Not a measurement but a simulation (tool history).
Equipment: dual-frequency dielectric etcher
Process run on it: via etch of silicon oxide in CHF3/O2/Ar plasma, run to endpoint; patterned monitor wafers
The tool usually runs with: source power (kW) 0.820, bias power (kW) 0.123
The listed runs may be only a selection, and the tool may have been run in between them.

run,hour,source power (kW),bias power (kW),"incoming incoming film thickness, nm",endpoint time (s)
1,0.0,0.730,0.113,655.7,373.6
2,8.2,0.730,0.113,666.9,377.8
3,22.3,0.820,0.123,658.7,352.0
4,39.6,0.820,0.123,665.2,358.9
5,48.6,0.820,0.123,663.5,358.4
6,59.6,0.820,0.123,664.1,355.2
# hour 84.4: upper electrode replaced
7,84.9,0.820,0.123,663.9,356.5
8,85.3,0.870,0.114,658.8,360.6
9,97.4,0.820,0.123,659.4,350.4
10,111.5,0.890,0.123,667.2,351.9
# hour 136.2: wet clean of the chamber
11,136.7,0.890,0.123,665.6,347.3
12,138.3,0.820,0.123,663.4,350.8
13,149.3,0.820,0.123,663.1,356.6
# hour 156.1: source power generator calibrated
14,166.9,0.820,0.123,659.0,354.4
15,179.7,0.690,0.135,662.4,352.9
16,185.9,0.880,0.113,665.7,362.2
17,197.2,0.820,0.123,663.4,352.8
18,204.7,0.820,0.123,666.9,357.3
# hour 216.2: bias power generator calibrated
19,216.7,0.750,0.150,660.6,334.8
20,224.3,0.740,0.123,663.6,363.4
21,231.4,0.820,0.123,669.3,356.1
22,244.9,0.880,0.123,657.0,343.8
23,256.4,0.920,0.123,659.4,341.3
24,298.0,0.700,0.123,654.3,362.1
25,312.2,0.820,0.113,665.8,369.9
26,326.8,0.820,0.123,662.8,352.8
27,333.6,0.820,0.146,660.8,329.0
28,340.3,0.970,0.101,664.0,368.0
29,347.0,0.710,0.111,660.1,380.8
30,358.2,0.700,0.123,664.8,369.5
31,366.4,0.910,0.103,667.9,374.9
32,378.4,0.820,0.123,664.6,354.0
33,388.9,0.660,0.099,669.1,411.6
34,404.7,0.640,0.154,656.7,337.2

Forecast each of these 5 alternatives for the next run:
A,405.2,0.820,0.123,657.7,?
B,405.2,0.690,0.149,657.7,?
C,405.2,0.910,0.105,657.7,?
D,405.2,0.880,0.142,657.7,?
E,405.2,0.710,0.093,657.7,?

run,endpoint time (s)
A,351.2
B,337.6
C,365.2
D,325.5
E,407.9
With the hidden condition removed and each run's random variation left untouched, the same runs would have given:
run,endpoint time (s)
A,351.2
B,337.6
C,365.2
D,325.5
E,407.9
